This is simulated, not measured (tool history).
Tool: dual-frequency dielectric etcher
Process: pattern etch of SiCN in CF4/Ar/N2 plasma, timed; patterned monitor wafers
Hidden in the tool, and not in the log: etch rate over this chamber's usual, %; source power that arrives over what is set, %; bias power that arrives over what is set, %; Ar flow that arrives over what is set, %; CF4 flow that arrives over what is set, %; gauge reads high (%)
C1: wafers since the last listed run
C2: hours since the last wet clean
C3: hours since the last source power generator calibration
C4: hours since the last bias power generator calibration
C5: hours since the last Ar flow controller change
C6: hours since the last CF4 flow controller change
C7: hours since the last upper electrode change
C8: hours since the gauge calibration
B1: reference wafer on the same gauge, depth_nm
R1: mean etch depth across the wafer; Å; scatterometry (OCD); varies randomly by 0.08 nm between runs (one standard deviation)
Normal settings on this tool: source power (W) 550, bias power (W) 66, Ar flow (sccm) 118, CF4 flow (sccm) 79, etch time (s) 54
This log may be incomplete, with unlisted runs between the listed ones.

{"run": 1, "day": 0.0, "source power (W)": 550, "bias power (W)": 61, "Ar flow (sccm)": 118, "CF4 flow (sccm)": 79, "etch time (s)": 54, "C1": 0, "C2": 300.1, "C3": 4764.4, "C4": 3565.2, "C5": 1434.6, "C6": 3403.5, "C7": 4594.2, "C8": 27.3, "B1": 49.2, "R1": 535}
{"run": 2, "day": 0.671, "source power (W)": 550, "bias power (W)": 61, "Ar flow (sccm)": 118, "CF4 flow (sccm)": 79, "etch time (s)": 54, "C1": 285, "C2": 316.2, "C3": 4780.5, "C4": 3581.3, "C5": 1450.7, "C6": 3419.6, "C7": 4610.3, "C8": 43.4, "B1": 49.2, "R1": 535}
{"run": 3, "day": 1.112, "source power (W)": 550, "bias power (W)": 66, "Ar flow (sccm)": 118, "CF4 flow (sccm)": 83, "etch time (s)": 54, "C1": 188, "C2": 326.8, "C3": 4791.1, "C4": 3591.9, "C5": 1461.3, "C6": 3430.2, "C7": 4620.9, "C8": 54, "B1": 49.2, "R1": 563}
{"day": 2.433, "done": "wet clean of the chamber"}
{"day": 2.633, "done": "upper electrode replaced"}
{"day": 2.796, "done": "source power generator calibrated"}
{"run": 4, "day": 2.817, "source power (W)": 550, "bias power (W)": 66, "Ar flow (sccm)": 95, "CF4 flow (sccm)": 79, "etch time (s)": 54, "C1": 145, "C2": 9.2, "C3": 0.5, "C4": 3632.8, "C5": 1502.2, "C6": 3471.1, "C7": 4.4, "C8": 94.9, "B1": 49.2, "R1": 552}
{"run": 5, "day": 2.833, "source power (W)": 550, "bias power (W)": 66, "Ar flow (sccm)": 118, "CF4 flow (sccm)": 79, "etch time (s)": 54, "C1": 7, "C2": 9.6, "C3": 0.9, "C4": 3633.2, "C5": 1502.6, "C6": 3471.5, "C7": 4.8, "C8": 95.3, "B1": 49.2, "R1": 532}
{"run": 6, "day": 2.846, "source power (W)": 550, "bias power (W)": 66, "Ar flow (sccm)": 118, "CF4 flow (sccm)": 79, "etch time (s)": 54, "C1": 5, "C2": 9.9, "C3": 1.2, "C4": 3633.5, "C5": 1502.9, "C6": 3471.8, "C7": 5.1, "C8": 95.6, "B1": 49.2, "R1": 532}
{"run": 7, "day": 3.212, "source power (W)": 550, "bias power (W)": 66, "Ar flow (sccm)": 118, "CF4 flow (sccm)": 79, "etch time (s)": 54, "C1": 156, "C2": 18.7, "C3": 10, "C4": 3642.3, "C5": 1511.7, "C6": 3480.6, "C7": 13.9, "C8": 104.4, "B1": 49.2, "R1": 530}
{"run": 8, "day": 3.479, "source power (W)": 450, "bias power (W)": 66, "Ar flow (sccm)": 105, "CF4 flow (sccm)": 63, "etch time (s)": 49, "C1": 113, "C2": 25.1, "C3": 16.4, "C4": 3648.7, "C5": 1518.1, "C6": 3487, "C7": 20.3, "C8": 110.8, "B1": 49.2, "R1": 439}
{"day": 3.783, "done": "gauge calibrated"}
{"day": 3.854, "done": "CF4 flow controller replaced"}
{"run": 9, "day": 3.875, "source power (W)": 550, "bias power (W)": 66, "Ar flow (sccm)": 129, "CF4 flow (sccm)": 79, "etch time (s)": 54, "C1": 62, "C2": 34.6, "C3": 25.9, "C4": 3658.2, "C5": 1527.6, "C6": 0.5, "C7": 29.8, "C8": 2.2, "B1": 49.2, "R1": 523}
{"day": 4.188, "done": "bias power generator calibrated"}
{"day": 4.454, "done": "Ar flow controller replaced"}
{"run": 10, "day": 4.475, "source power (W)": 550, "bias power (W)": 66, "Ar flow (sccm)": 118, "CF4 flow (sccm)": 83, "etch time (s)": 54, "C1": 78, "C2": 49, "C3": 40.3, "C4": 6.9, "C5": 0.5, "C6": 14.9, "C7": 44.2, "C8": 16.6, "B1": 49.2, "R1": 537}
{"run": 11, "day": 4.704, "source power (W)": 550, "bias power (W)": 50, "Ar flow (sccm)": 139, "CF4 flow (sccm)": 79, "etch time (s)": 48, "C1": 97, "C2": 54.5, "C3": 45.8, "C4": 12.4, "C5": 6, "C6": 20.4, "C7": 49.7, "C8": 22.1, "B1": 49.2, "R1": 393}
{"run": 12, "day": 5.154, "source power (W)": 550, "bias power (W)": 53, "Ar flow (sccm)": 118, "CF4 flow (sccm)": 79, "etch time (s)": 49.5, "C1": 191, "C2": 65.3, "C3": 56.6, "C4": 23.2, "C5": 16.8, "C6": 31.2, "C7": 60.5, "C8": 32.9, "B1": 49.2, "R1": 434}
{"run": 13, "day": 5.483, "source power (W)": 610, "bias power (W)": 77, "Ar flow (sccm)": 118, "CF4 flow (sccm)": 93, "etch time (s)": 44, "C1": 140, "C2": 73.2, "C3": 64.5, "C4": 31.1, "C5": 24.7, "C6": 39.1, "C7": 68.4, "C8": 40.8, "B1": 49.2, "R1": 507}
{"run": 14, "day": 5.888, "source power (W)": 550, "bias power (W)": 58, "Ar flow (sccm)": 118, "CF4 flow (sccm)": 85, "etch time (s)": 41.5, "C1": 172, "C2": 82.9, "C3": 74.2, "C4": 40.8, "C5": 34.4, "C6": 48.8, "C7": 78.1, "C8": 50.5, "B1": 49.2, "R1": 388}
{"run": 15, "day": 6.179, "source power (W)": 550, "bias power (W)": 66, "Ar flow (sccm)": 118, "CF4 flow (sccm)": 79, "etch time (s)": 54, "C1": 124, "C2": 89.9, "C3": 81.2, "C4": 47.8, "C5": 41.4, "C6": 55.8, "C7": 85.1, "C8": 57.5, "B1": 49.2, "R1": 537}

What if the next run were any one of these 4? Each begins from the tool's condition after run 15:
{"run": "A", "day": 6.196, "source power (W)": 480, "bias power (W)": 66, "Ar flow (sccm)": 118, "CF4 flow (sccm)": 79, "etch time (s)": 54, "C1": 7, "C2": 90.3, "C3": 81.6, "C4": 48.2, "C5": 41.8, "C6": 56.2, "C7": 85.5, "C8": 57.9, "B1": "?", "R1": "?"}
{"run": "B", "day": 6.196, "source power (W)": 550, "bias power (W)": 60, "Ar flow (sccm)": 118, "CF4 flow (sccm)": 79, "etch time (s)": 42.5, "C1": 7, "C2": 90.3, "C3": 81.6, "C4": 48.2, "C5": 41.8, "C6": 56.2, "C7": 85.5, "C8": 57.9, "B1": "?", "R1": "?"}
{"run": "C", "day": 6.196, "source power (W)": 550, "bias power (W)": 60, "Ar flow (sccm)": 118, "CF4 flow (sccm)": 79, "etch time (s)": 54, "C1": 7, "C2": 90.3, "C3": 81.6, "C4": 48.2, "C5": 41.8, "C6": 56.2, "C7": 85.5, "C8": 57.9, "B1": "?", "R1": "?"}
{"run": "D", "day": 6.196, "source power (W)": 550, "bias power (W)": 51, "Ar flow (sccm)": 90, "CF4 flow (sccm)": 79, "etch time (s)": 54, "C1": 7, "C2": 90.3, "C3": 81.6, "C4": 48.2, "C5": 41.8, "C6": 56.2, "C7": 85.5, "C8": 57.9, "B1": "?", "R1": "?"}

run=A B1=49.2 R1=507
run=B B1=49.2 R1=401
run=C B1=49.2 R1=509
run=D B1=49.2 R1=490
Without the tool's hidden state the same runs would have given:
run=A R1=505
run=B R1=400
run=C R1=508
run=D R1=488
